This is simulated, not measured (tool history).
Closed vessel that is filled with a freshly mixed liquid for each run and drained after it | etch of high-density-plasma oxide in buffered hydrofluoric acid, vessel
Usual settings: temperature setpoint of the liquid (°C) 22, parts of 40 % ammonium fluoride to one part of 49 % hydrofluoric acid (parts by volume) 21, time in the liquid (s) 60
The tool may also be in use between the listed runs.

| run | hour | temperature setpoint of the liquid (°C) | parts of 40 % ammonium fluoride to one part of 49 % hydrofluoric acid (parts by volume) | time in the liquid (s) | wafers since the last listed run | hours since the thermometer was replaced | hours since the hydrofluoric acid flow meter was replaced | hours since the gauge calibration | read-back film thickness of the high-density-plasma oxide reference wafer, read on the same gauge (nm) | thickness taken off the high-density-plasma oxide on a monitor wafer (angstrom) |
|---|---|---|---|---|---|---|---|---|---|---|
| 1 | 0 | 20.5 | 21 | 60 | 0 | 1162 | 2320.5 | 221.6 | 99.97 | 422.9 |
|  | 11.1 | hydrofluoric acid flow meter replaced |
| 2 | 14.7 | 22 | 21 | 60 | 1333 | 1176.7 | 3.6 | 236.3 | 100.02 | 493.1 |
| 3 | 26.4 | 22 | 21 | 60 | 1138 | 1188.4 | 15.3 | 248 | 100.02 | 493.4 |
| 4 | 34 | 22 | 21 | 60 | 739 | 1196 | 22.9 | 255.6 | 99.99 | 497 |
| 5 | 45.7 | 22 | 21 | 60 | 1138 | 1207.7 | 34.6 | 267.3 | 99.98 | 489.9 |
| 6 | 62.4 | 22 | 21 | 60 | 1625 | 1224.4 | 51.3 | 284 | 100.02 | 495 |
| 7 | 107.3 | 22 | 25 | 60 | 4369 | 1269.3 | 96.2 | 328.9 | 100.02 | 436.3 |
| 8 | 121.8 | 22 | 25 | 60 | 1410 | 1283.8 | 110.7 | 343.4 | 99.96 | 434.2 |
|  | 135.3 | thermometer replaced |
| 9 | 158 | 22 | 21 | 60 | 3425 | 22.7 | 146.9 | 379.6 | 100.02 | 488.2 |
| 10 | 165.5 | 22 | 21 | 60 | 729 | 30.2 | 154.4 | 387.1 | 100 | 487.7 |
| 11 | 178.3 | 22 | 18 | 60 | 1245 | 43 | 167.2 | 399.9 | 100.01 | 556.1 |
| 12 | 189.4 | 25.5 | 18 | 70 | 1080 | 54.1 | 178.3 | 411 | 100 | 786.9 |
| 13 | 197.9 | 22 | 16 | 40 | 827 | 62.6 | 186.8 | 419.5 | 100.01 | 413.6 |
| 14 | 204.4 | 22 | 14 | 60 | 632 | 69.1 | 193.3 | 426 | 100.02 | 713.1 |
| 15 | 214.3 | 24.5 | 28.5 | 45 | 963 | 79 | 203.2 | 435.9 | 99.97 | 341.3 |
| 16 | 224.8 | 22 | 21 | 60 | 1021 | 89.5 | 213.7 | 446.4 | 100.01 | 492.1 |
| 17 | 239.3 | 17.5 | 14 | 30 | 1410 | 104 | 228.2 | 460.9 | 99.97 | 275.9 |
| 18 | 271.8 | 25 | 21 | 60 | 3162 | 136.5 | 260.7 | 493.4 | 100.01 | 575.2 |
| 19 | 280.9 | 22 | 21 | 60 | 885 | 145.6 | 269.8 | 502.5 | 100 | 488.4 |
|  | 288.2 | gauge calibrated |
| 20 | 292.7 | 19.5 | 19 | 40 | 1148 | 157.4 | 281.6 | 4.5 | 100.02 | 303.1 |
| 21 | 301.1 | 22 | 17.5 | 90 | 817 | 165.8 | 290 | 12.9 | 100.02 | 845.5 |
| 22 | 317 | 22 | 18 | 30 | 1547 | 181.7 | 305.9 | 28.8 | 99.99 | 277.3 |
| 23 | 329.2 | 19.5 | 15 | 85 | 1187 | 193.9 | 318.1 | 41 | 100 | 810.4 |
| 24 | 346.3 | 25.5 | 23.5 | 85 | 1663 | 211 | 335.2 | 58.1 | 100 | 772.5 |
| 25 | 358.9 | 22 | 21 | 60 | 1226 | 223.6 | 347.8 | 70.7 | 99.99 | 486.4 |
| 26 | 372.9 | 25.5 | 26 | 60 | 1362 | 237.6 | 361.8 | 84.7 | 99.97 | 508.2 |
| 27 | 379.2 | 22 | 21 | 60 | 613 | 243.9 | 368.1 | 91 | 99.98 | 486.6 |
| 28 | 385.4 | 22 | 21 | 60 | 603 | 250.1 | 374.3 | 97.2 | 100 | 489.3 |
| 29 | 396.9 | 22 | 21 | 60 | 1119 | 261.6 | 385.8 | 108.7 | 100 | 486.3 |
| 30 | 407.5 | 22 | 14.5 | 80 | 1031 | 272.2 | 396.4 | 119.3 | 100.01 | 910.9 |
| 31 | 422 | 22 | 16 | 60 | 1410 | 286.7 | 410.9 | 133.8 | 100.02 | 615.9 |
| 32 | 428.6 | 17.5 | 26.5 | 60 | 642 | 293.3 | 417.5 | 140.4 | 100 | 320.8 |

4 ways to go on from here, each from the tool as it stands after run 32. What would each give?
| A | 429.3 | 22 | 21 | 60 | 68 | 294 | 418.2 | 141.1 | ? | ? |
| B | 429.3 | 22 | 27 | 85 | 68 | 294 | 418.2 | 141.1 | ? | ? |
| C | 429.3 | 18.5 | 14.5 | 90 | 68 | 294 | 418.2 | 141.1 | ? | ? |
| D | 429.3 | 18.5 | 15.5 | 80 | 68 | 294 | 418.2 | 141.1 | ? | ? |

| run | read-back film thickness of the high-density-plasma oxide reference wafer, read on the same gauge (nm) | thickness taken off the high-density-plasma oxide on a monitor wafer (angstrom) |
|---|---|---|
| A | 99.98 | 487.6 |
| B | 99.98 | 580.8 |
| C | 99.98 | 842.2 |
| D | 99.98 | 701 |
Without the tool's hidden state the same runs would have given:
| run | thickness taken off the high-density-plasma oxide on a monitor wafer (angstrom) |
|---|---|
| A | 503.3 |
| B | 599.6 |
| C | 881.2 |
| D | 733.5 |
